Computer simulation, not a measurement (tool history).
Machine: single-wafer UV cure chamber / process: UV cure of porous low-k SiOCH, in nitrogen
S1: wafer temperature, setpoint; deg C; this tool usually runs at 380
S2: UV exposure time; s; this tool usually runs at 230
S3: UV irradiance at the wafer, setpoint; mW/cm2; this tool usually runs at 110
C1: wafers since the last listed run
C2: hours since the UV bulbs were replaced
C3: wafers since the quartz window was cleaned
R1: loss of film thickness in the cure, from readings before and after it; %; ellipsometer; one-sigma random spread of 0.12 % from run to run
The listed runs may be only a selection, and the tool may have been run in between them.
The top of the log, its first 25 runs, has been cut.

run,hour,S1,S2,S3,C1,C2,C3,R1
26,286.7,380,230,123,45,19.0,326,11.340
27,294.1,380,280,110,32,26.4,359,11.614
28,333.3,380,230,110,174,65.6,533,10.413
29,346.4,369,230,110,58,78.7,592,10.514
30,393.1,380,230,110,207,125.4,799,10.361
31,407.1,375,165,72,62,139.4,862,7.372
32,416.2,380,230,110,40,148.5,902,10.479
33,430.3,380,100,144,62,162.6,965,7.897
34,437.3,362,175,123,31,169.6,996,9.344
35,446.9,397,360,125,42,179.2,1039,13.106
36,461.3,386,230,110,64,193.6,1103,10.476
37,468.6,380,230,120,32,200.9,1135,10.813
38,486.2,380,325,80,78,218.5,1214,10.507
39,494.0,367,105,86,34,226.3,1248,6.083
40,505.5,380,230,143,51,237.8,1299,11.483
41,511.9,380,230,122,28,244.2,1328,10.839
42,527.5,390,150,110,69,259.8,1397,8.679
43,541.0,373,325,93,60,273.3,1457,10.869

For run 44, what comes out?
44,556.2,380,230,110,67,288.5,1525,?

{"run 44": {"R1": 10.294}}
If the tool had no hidden condition, the same run with the same run-to-run variation would have returned R1 11.143 %.

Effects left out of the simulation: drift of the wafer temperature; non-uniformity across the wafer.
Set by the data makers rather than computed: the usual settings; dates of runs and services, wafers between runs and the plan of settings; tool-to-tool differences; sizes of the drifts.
